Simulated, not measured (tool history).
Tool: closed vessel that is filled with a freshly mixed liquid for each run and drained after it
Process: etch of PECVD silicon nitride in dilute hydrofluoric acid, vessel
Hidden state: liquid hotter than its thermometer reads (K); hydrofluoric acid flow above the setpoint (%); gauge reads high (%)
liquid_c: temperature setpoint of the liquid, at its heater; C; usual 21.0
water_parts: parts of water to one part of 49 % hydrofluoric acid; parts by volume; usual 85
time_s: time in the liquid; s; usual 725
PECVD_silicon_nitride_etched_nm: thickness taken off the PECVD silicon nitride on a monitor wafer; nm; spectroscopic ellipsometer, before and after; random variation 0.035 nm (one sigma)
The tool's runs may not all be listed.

run	hour	liquid_c	water_parts	time_s	wafers since the last listed run	hours since the thermometer was replaced	hours since the hydrofluoric acid flow meter was replaced	hours since the gauge calibration	read-back film thickness of the PECVD silicon nitride reference wafer, read on the same gauge (nm)	PECVD_silicon_nitride_etched_nm
1	0.0	21.0	85	725	0	804.7	755.7	18.3	70.03	11.20
2	43.6	21.0	85	565	3469	848.3	799.3	61.9	70.01	8.69
3	265.3	21.0	85	565	17639	1070.0	1021.0	283.6	70.03	8.78
4	367.4	21.0	85	565	8123	1172.1	1123.1	385.7	70.04	8.75
5	454.6	21.0	85	725	6938	1259.3	1210.3	472.9	69.98	11.18
6	497.8	23.0	85	725	3437	1302.5	1253.5	516.1	70.03	12.78
7	554.5	24.0	85	1030	4511	1359.2	1310.2	572.8	69.98	19.56
8	597.0	21.0	85	570	3381	1401.7	1352.7	615.3	69.99	8.85
9	704.8	21.0	85	725	8577	1509.5	1460.5	723.1	70.04	11.20
10	746.5	21.0	85	1000	3317	1551.2	1502.2	764.8	70.00	15.51
11	822.1	21.0	85	1000	6015	1626.8	1577.8	840.4	70.04	15.50
12	898.0	21.0	85	1000	6039	1702.7	1653.7	916.3	69.98	15.47
13	1037.3	21.0	85	725	11083	1842.0	1793.0	1055.6	69.99	11.24
14	1111.3	21.0	85	725	5887	1916.0	1867.0	1129.6	70.02	11.30
15	1150.6	24.0	105	1110	3126	1955.3	1906.3	1168.9	69.97	17.22
16	1188.6	21.0	110	425	3023	1993.3	1944.3	1206.9	69.99	5.17
17	1248.5	17.0	100	725	4766	2053.2	2004.2	1266.8	70.01	7.37
# hour 1253.5: hydrofluoric acid flow meter replaced
18	1300.8	21.0	85	1000	4081	2105.5	47.3	1319.1	70.02	15.60
19	1357.1	17.0	100	1045	4479	2161.8	103.6	1375.4	70.03	10.64
20	1449.3	21.0	85	725	7336	2254.0	195.8	1467.6	69.96	11.36
21	1615.7	18.5	85	725	13239	2420.4	362.2	1634.0	69.97	9.63
# hour 1648.6: thermometer replaced
22	1668.2	21.0	85	300	4097	19.6	414.7	1686.5	70.01	4.80
23	1711.1	21.0	115	870	3413	62.5	457.6	1729.4	70.04	10.42
24	1781.3	22.5	85	1010	5585	132.7	527.8	1799.6	70.03	18.05
25	1887.8	18.0	85	725	8473	239.2	634.3	1906.1	69.99	9.53
26	1954.1	22.5	55	1130	5275	305.5	700.6	1972.4	69.98	30.91
# hour 1994.3: gauge calibrated
27	2041.0	21.0	85	1000	6914	392.4	787.5	46.7	70.00	16.05
# hour 2194.6: thermometer replaced, repeated, since the last time left the tool worse
28	2357.9	21.0	60	725	25134	163.3	1104.4	363.6	69.97	15.56
29	2432.1	18.5	85	1065	5903	237.5	1178.6	437.8	69.97	13.73
30	2475.8	17.0	45	1060	3477	281.2	1222.3	481.5	70.01	22.64
31	2582.2	18.5	105	990	8465	387.6	1328.7	587.9	70.03	10.36

Forecast each of these 5 alternatives for the next run:
A	2583.1	21.0	85	725	71	388.5	1329.6	588.8	?	?
B	2583.1	21.0	120	400	71	388.5	1329.6	588.8	?	?
C	2583.1	25.0	60	475	71	388.5	1329.6	588.8	?	?
D	2583.1	25.0	95	410	71	388.5	1329.6	588.8	?	?
E	2583.1	22.5	120	980	71	388.5	1329.6	588.8	?	?

run	read-back film thickness of the PECVD silicon nitride reference wafer, read on the same gauge (nm)	PECVD_silicon_nitride_etched_nm
A	69.98	11.06
B	69.98	4.35
C	69.98	13.35
D	69.98	7.32
E	69.98	11.79
Without the tool's hidden state the same runs would have given:
run	PECVD_silicon_nitride_etched_nm
A	11.00
B	4.33
C	13.28
D	7.28
E	11.73

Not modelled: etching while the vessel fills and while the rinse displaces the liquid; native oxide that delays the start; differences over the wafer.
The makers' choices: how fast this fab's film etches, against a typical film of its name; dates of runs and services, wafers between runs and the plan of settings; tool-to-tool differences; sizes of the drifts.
